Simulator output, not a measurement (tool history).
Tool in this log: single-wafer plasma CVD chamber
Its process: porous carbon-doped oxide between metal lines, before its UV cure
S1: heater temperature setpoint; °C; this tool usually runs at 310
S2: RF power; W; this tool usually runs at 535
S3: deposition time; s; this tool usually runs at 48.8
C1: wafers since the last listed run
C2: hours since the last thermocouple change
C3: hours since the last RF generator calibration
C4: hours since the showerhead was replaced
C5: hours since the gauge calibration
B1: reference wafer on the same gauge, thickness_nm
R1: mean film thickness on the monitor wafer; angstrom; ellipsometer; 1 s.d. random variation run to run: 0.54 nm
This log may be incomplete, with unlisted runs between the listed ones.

run	hour	S1	S2	S3	C1	C2	C3	C4	C5	B1	R1
1	0.0	310	535	48.8	0	2123.9	812.9	8577.3	363.4	244.961	2710.58
2	40.5	310	535	48.8	1085	2164.4	853.4	8617.8	403.9	245.007	2699.59
3	79.1	303	475	48.8	1034	2203.0	892.0	8656.4	442.5	244.991	2593.75
4	134.8	310	570	48.8	1493	2258.7	947.7	8712.1	498.2	244.877	2809.57
5	196.3	310	570	48.8	1648	2320.2	1009.2	8773.6	559.7	245.048	2799.30
# hour 243.9: thermocouple changed; heater temperature recalibrated
6	244.3	310	570	48.8	1072	0.4	1057.2	8821.6	607.7	244.841	2699.23
# hour 283.0: gauge calibrated
7	311.8	299	535	48.8	1809	67.9	1124.7	8889.1	28.8	244.993	2760.73
8	370.6	299	535	48.8	1576	126.7	1183.5	8947.9	87.6	244.987	2742.27
# hour 431.7: showerhead replaced
# hour 441.9: RF generator calibrated
9	442.4	321	450	40.1	1496	198.5	0.5	10.7	159.4	245.018	1873.72
10	468.8	310	535	48.8	707	224.9	26.9	37.1	185.8	245.070	2682.64
11	515.6	314	535	56.6	1254	271.7	73.7	83.9	232.6	244.922	3034.94
12	577.3	310	535	48.8	1654	333.4	135.4	145.6	294.3	245.059	2686.23
13	616.1	305	490	58.1	1040	372.2	174.2	184.4	333.1	245.103	3095.82
14	652.3	310	535	48.8	970	408.4	210.4	220.6	369.3	244.944	2683.62
15	681.1	314	625	48.8	772	437.2	239.2	249.4	398.1	244.995	2897.95
16	709.8	315	535	48.8	769	465.9	267.9	278.1	426.8	245.068	2613.31

For some of the steps in R1 from one run to the next: how much would appear even if the tool had no hidden state, given the settings, what came in and random variation, and how much remains for the hidden state plus any gauge scatter that the measured result and the result without hidden state don't share?
What the log doesn't record here: wafer temperature above the value expected at the setpoint (K); delivered RF power above the setpoint (%); gauge reads high (%).
Run 8 -> 9: S1 299 -> 321, S2 535 -> 450, S3 48.8 -> 40.1, showerhead replaced, RF generator calibrated. R1 -868.55 angstrom: hidden state +120.68, all else -989.23.
